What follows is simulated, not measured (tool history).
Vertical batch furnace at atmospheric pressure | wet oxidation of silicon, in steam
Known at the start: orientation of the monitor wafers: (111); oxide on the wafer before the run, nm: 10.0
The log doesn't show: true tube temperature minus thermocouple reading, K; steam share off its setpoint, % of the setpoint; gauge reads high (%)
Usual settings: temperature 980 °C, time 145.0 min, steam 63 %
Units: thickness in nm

run	day	temperature	time	steam	wafers since the last listed run	hours since the last temperature calibration	hours since the steam generator was serviced	hours since the gauge calibration	read-back reference wafer on the same gauge, thickness	thickness
1	0.000	980	145.0	63	0	1308.9	861.0	314.4	536.24	583.90
2	1.333	980	145.0	63	464	1340.9	893.0	346.4	535.76	585.06
3	2.138	980	145.0	63	280	1360.2	912.3	365.7	535.85	585.83
4	2.950	980	145.0	63	283	1379.7	931.8	385.2	535.92	583.70
5	4.092	980	145.0	69	397	1407.1	959.2	412.6	536.12	614.22
6	5.088	980	98.5	63	347	1431.0	983.1	436.5	536.33	457.52
7	9.408	980	145.0	63	1505	1534.7	1086.8	540.2	535.92	579.12
8	10.438	980	145.0	63	358	1559.4	1111.5	564.9	536.11	579.76
# day 11.912: steam generator serviced
9	11.933	980	145.0	63	172	1595.3	0.5	600.8	535.74	595.18
10	12.767	980	145.0	63	290	1615.3	20.5	620.8	535.74	594.94
# day 13.750: gauge calibrated
# day 13.779: thermocouples replaced and temperature profile calibrated
11	13.800	980	145.0	60	11	0.5	45.3	1.2	536.18	562.70
12	14.725	980	145.0	63	322	22.7	67.5	23.4	535.86	580.61
13	15.575	980	207.0	72	296	43.1	87.9	43.8	535.91	784.24
14	16.325	980	145.0	63	261	61.1	105.9	61.8	535.95	582.71
15	17.696	980	145.0	52	477	94.0	138.8	94.7	536.01	520.49
16	19.071	999	145.0	68	479	127.0	171.8	127.7	536.12	673.00
17	20.021	980	145.0	63	331	149.8	194.6	150.5	535.88	586.47
18	20.971	967	145.0	63	331	172.6	217.4	173.3	535.60	544.34
19	21.792	1003	171.5	63	286	192.3	237.1	193.0	535.97	727.11
20	22.508	980	145.0	63	249	209.5	254.3	210.2	535.81	583.03
21	23.979	980	145.0	73	512	244.8	289.6	245.5	535.88	640.19

Measured less the same run without the tool's hidden state. The same run-to-run variation is in both; the gauge's scatter may not be:
run	thickness
1	+5.43
2	+4.82
3	+4.43
4	+4.01
5	+3.35
6	+3.11
7	+0.36
8	-0.29
9	+17.03
10	+17.05
11	+1.63
12	+2.35
13	+3.55
14	+3.45
15	+4.01
16	+5.06
17	+5.54
18	+6.04
19	+6.51
20	+6.57
21	+7.50
